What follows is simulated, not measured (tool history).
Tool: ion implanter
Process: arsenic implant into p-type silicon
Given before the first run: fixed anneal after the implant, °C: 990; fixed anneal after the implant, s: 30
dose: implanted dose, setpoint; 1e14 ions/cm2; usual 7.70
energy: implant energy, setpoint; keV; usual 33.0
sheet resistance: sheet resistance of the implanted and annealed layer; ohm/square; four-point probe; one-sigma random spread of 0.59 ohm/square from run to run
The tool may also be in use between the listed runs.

run,hour,dose,energy,"read-back reference wafer on the same gauge, sheet resistance",sheet resistance
1,0.0,7.70,33.0,119.90,134.24
2,76.3,9.38,33.0,120.04,117.37
3,143.2,9.38,33.0,120.04,116.76
4,211.3,7.70,33.0,120.06,134.60
5,310.9,7.70,33.0,120.02,135.89
6,384.8,7.70,33.0,120.01,135.91
7,471.2,7.70,33.0,120.02,137.52
8,509.1,7.70,33.0,119.97,137.08
9,549.5,7.70,33.0,120.06,137.67
10,639.9,7.70,33.0,120.12,139.48
# hour 679.4: Faraday cup replaced and dose calibrated
11,735.9,7.70,33.0,120.05,133.36
12,823.3,7.70,33.0,120.02,133.47
13,859.9,9.06,33.0,120.00,118.32
14,962.2,7.70,33.0,119.99,132.58
15,1060.0,7.70,33.0,119.93,132.96
# hour 1072.7: gauge calibrated
16,1162.5,7.70,33.0,119.96,134.76
17,1233.3,7.70,33.0,120.07,135.74
18,1338.8,9.87,42.5,119.94,107.02
19,1422.7,6.17,33.0,120.01,159.58
20,1560.9,9.49,26.5,120.03,124.15
# hour 1579.4: extraction supply calibrated
21,1633.8,7.70,33.0,119.99,135.89
22,1716.8,7.70,33.0,120.05,137.44
# hour 1726.0: Faraday cup replaced and dose calibrated
23,1762.3,6.23,39.5,120.06,150.61
24,1974.3,6.85,40.0,119.97,139.57
25,2043.6,6.78,22.0,120.05,157.27
26,2111.3,6.42,33.0,120.01,152.21
27,2178.7,5.77,37.0,120.08,162.07
28,2242.9,7.70,25.5,120.03,140.41
29,2347.4,9.14,33.0,120.05,119.19
30,2425.2,5.93,41.0,120.05,157.23
31,2532.3,8.65,27.0,119.95,129.84
32,2587.1,6.07,26.0,119.92,168.14
33,2681.3,5.52,25.0,120.04,182.16

For each run, the measured value with the value that run would have given without the tool's hidden condition subtracted. The run-to-run variation is shared by both, the gauge scatter possibly not:
Unlogged tool condition in this case: deviation of the true dose from the Faraday cup's reading, %; deviation of the true energy from its setpoint, %; gauge reads high (%).
run,sheet resistance
1,+0.79
2,+0.85
3,+1.07
4,+1.69
5,+2.27
6,+2.74
7,+3.39
8,+3.68
9,+4.02
10,+4.86
11,-0.25
12,-0.17
13,-0.10
14,+0.08
15,+0.34
16,+0.71
17,+1.02
18,+1.14
19,+2.52
20,+2.31
21,+3.58
22,+4.32
23,-0.75
24,-0.41
25,-0.24
26,-0.02
27,+0.27
28,+0.46
29,+0.79
30,+1.74
31,+1.79
32,+3.07
33,+4.32
